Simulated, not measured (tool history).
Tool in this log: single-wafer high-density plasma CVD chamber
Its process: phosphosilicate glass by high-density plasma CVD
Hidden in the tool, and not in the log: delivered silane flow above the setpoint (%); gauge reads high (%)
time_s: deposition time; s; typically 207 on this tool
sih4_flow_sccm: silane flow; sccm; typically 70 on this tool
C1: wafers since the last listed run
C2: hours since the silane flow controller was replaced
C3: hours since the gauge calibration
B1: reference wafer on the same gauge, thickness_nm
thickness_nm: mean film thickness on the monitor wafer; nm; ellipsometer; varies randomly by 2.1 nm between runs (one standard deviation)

Run 1, hour 0.0: usual settings; C1 0; C2 4266.6; C3 218.8; B1 1569.745. Result: thickness_nm 1457.964 nm.
Run 2, hour 16.9: usual settings but sih4_flow_sccm 79 sccm; C1 149; C2 4283.5; C3 235.7; B1 1570.517. Result: thickness_nm 1642.467 nm.
Run 3, hour 30.7: usual settings but time_s 235 s, sih4_flow_sccm 63 sccm; C1 122; C2 4297.3; C3 249.5; B1 1569.935. Result: thickness_nm 1489.167 nm.
Run 4, hour 47.2: usual settings but time_s 179 s; C1 146; C2 4313.8; C3 266.0; B1 1570.016. Result: thickness_nm 1256.717 nm.
Run 5, hour 64.4: usual settings; C1 152; C2 4331.0; C3 283.2; B1 1570.520. Result: thickness_nm 1456.550 nm.
Run 6, hour 75.0: usual settings; C1 93; C2 4341.6; C3 293.8; B1 1569.844. Result: thickness_nm 1456.781 nm.
Run 7, hour 88.7: usual settings; C1 121; C2 4355.3; C3 307.5; B1 1569.223. Result: thickness_nm 1456.503 nm.
Run 8, hour 95.1: usual settings but sih4_flow_sccm 59 sccm; C1 56; C2 4361.7; C3 313.9; B1 1570.751. Result: thickness_nm 1228.689 nm.
Run 9, hour 105.2: usual settings but sih4_flow_sccm 59 sccm; C1 89; C2 4371.8; C3 324.0; B1 1570.182. Result: thickness_nm 1229.852 nm.
Run 10, hour 116.6: usual settings but sih4_flow_sccm 59 sccm; C1 101; C2 4383.2; C3 335.4; B1 1569.654. Result: thickness_nm 1228.867 nm.
Run 11, hour 122.8: usual settings but time_s 174 s, sih4_flow_sccm 74 sccm; C1 54; C2 4389.4; C3 341.6; B1 1569.887. Result: thickness_nm 1291.080 nm.
Run 12, hour 134.2: usual settings but time_s 174 s, sih4_flow_sccm 74 sccm; C1 101; C2 4400.8; C3 353.0; B1 1568.699. Result: thickness_nm 1295.619 nm.
Run 13, hour 147.3: usual settings but time_s 174 s, sih4_flow_sccm 74 sccm; C1 116; C2 4413.9; C3 366.1; B1 1571.025. Result: thickness_nm 1296.199 nm.
At hour 160.8: gauge calibrated.
At hour 166.2: silane flow controller replaced.
Run 14, hour 166.7: usual settings but sih4_flow_sccm 74 sccm; C1 101; C2 0.5; C3 5.9; B1 1569.618. Result: thickness_nm 1586.684 nm.
Run 15, hour 183.0: usual settings but sih4_flow_sccm 74 sccm; C1 144; C2 16.8; C3 22.2; B1 1570.149. Result: thickness_nm 1593.445 nm.
Run 16, hour 207.7: usual settings but sih4_flow_sccm 74 sccm; C1 218; C2 41.5; C3 46.9; B1 1569.920. Result: thickness_nm 1587.090 nm.
Run 17, hour 216.1: usual settings; C1 74; C2 49.9; C3 55.3; B1 1570.119. Result: thickness_nm 1504.275 nm.
Run 18, hour 230.7: usual settings but time_s 229 s; C1 129; C2 64.5; C3 69.9; B1 1569.701. Result: thickness_nm 1667.048 nm.
At hour 248.6: silane flow controller replaced, repeated, since the last time left the tool worse.
Run 19, hour 249.1: usual settings but sih4_flow_sccm 81 sccm; C1 92; C2 0.5; C3 88.3; B1 1570.098. Result: thickness_nm 1622.176 nm.
Run 20, hour 259.9: usual settings but time_s 169 s, sih4_flow_sccm 65 sccm; C1 95; C2 11.3; C3 99.1; B1 1569.087. Result: thickness_nm 1061.937 nm.
Run 21, hour 268.6: usual settings; C1 77; C2 20.0; C3 107.8; B1 1568.954. Result: thickness_nm 1395.425 nm.
Run 22, hour 303.4: usual settings; C1 308; C2 54.8; C3 142.6; B1 1569.370. Result: thickness_nm 1400.013 nm.
Run 23, hour 317.1: usual settings but time_s 188 s, sih4_flow_sccm 78 sccm; C1 121; C2 68.5; C3 156.3; B1 1570.391. Result: thickness_nm 1414.626 nm.
Run 24, hour 333.9: usual settings; C1 148; C2 85.3; C3 173.1; B1 1569.394. Result: thickness_nm 1399.955 nm.
Run 25, hour 341.3: usual settings but time_s 230 s; C1 65; C2 92.7; C3 180.5; B1 1570.724. Result: thickness_nm 1549.488 nm.
Run 26, hour 352.7: usual settings but time_s 225 s, sih4_flow_sccm 80 sccm; C1 101; C2 104.1; C3 191.9; B1 1570.041. Result: thickness_nm 1738.597 nm.
Run 27, hour 365.3: usual settings; C1 111; C2 116.7; C3 204.5; B1 1570.299. Result: thickness_nm 1400.653 nm.
Run 28, hour 372.9: usual settings but time_s 188 s, sih4_flow_sccm 81 sccm; C1 67; C2 124.3; C3 212.1; B1 1569.939. Result: thickness_nm 1469.314 nm.
Run 29, hour 383.9: usual settings; C1 97; C2 135.3; C3 223.1; B1 1570.606. Result: thickness_nm 1397.099 nm.
Run 30, hour 395.6: usual settings but sih4_flow_sccm 63 sccm; C1 103; C2 147.0; C3 234.8; B1 1570.090. Result: thickness_nm 1259.665 nm.
Run 31, hour 412.9: usual settings; C1 153; C2 164.3; C3 252.1; B1 1569.371. Result: thickness_nm 1398.848 nm.
Run 32, hour 420.1: usual settings but time_s 174 s, sih4_flow_sccm 74 sccm; C1 63; C2 171.5; C3 259.3; B1 1569.841. Result: thickness_nm 1241.303 nm.
Run 33, hour 429.7: usual settings but time_s 169 s; C1 85; C2 181.1; C3 268.9; B1 1569.503. Result: thickness_nm 1143.806 nm.
Run 34, hour 440.4: usual settings but time_s 168 s, sih4_flow_sccm 58 sccm; C1 94; C2 191.8; C3 279.6; B1 1570.974. Result: thickness_nm 942.234 nm.
Run 35, hour 447.5: usual settings but time_s 174 s, sih4_flow_sccm 64 sccm; C1 62; C2 198.9; C3 286.7; B1 1569.382. Result: thickness_nm 1077.095 nm.
Run 36, hour 461.3: usual settings but sih4_flow_sccm 61 sccm; C1 122; C2 212.7; C3 300.5; B1 1569.624. Result: thickness_nm 1218.513 nm.
Run 37, hour 468.5: usual settings; C1 63; C2 219.9; C3 307.7; B1 1569.399. Result: thickness_nm 1399.476 nm.

List, for all runs, the conditions of the tool that the log does not record:
gauge reads high (%): 0, the same for each run
H1: delivered silane flow above the setpoint (%)
run     H1
  1   4.15
  2   4.18
  3   4.21
  4   4.25
  5   4.28
  6    4.3
  7   4.33
  8   4.34
  9   4.36
 10   4.39
 11    4.4
 12   4.42
 13   4.45
 14    7.8
 15    7.8
 16    7.8
 17    7.8
 18    7.8
 19  0.235
 20  0.235
 21  0.235
 22  0.236
 23  0.236
 24  0.237
 25  0.237
 26  0.237
 27  0.238
 28  0.239
 29  0.239
 30   0.24
 31  0.241
 32  0.242
 33  0.243
 34  0.243
 35  0.244
 36  0.245
 37  0.246

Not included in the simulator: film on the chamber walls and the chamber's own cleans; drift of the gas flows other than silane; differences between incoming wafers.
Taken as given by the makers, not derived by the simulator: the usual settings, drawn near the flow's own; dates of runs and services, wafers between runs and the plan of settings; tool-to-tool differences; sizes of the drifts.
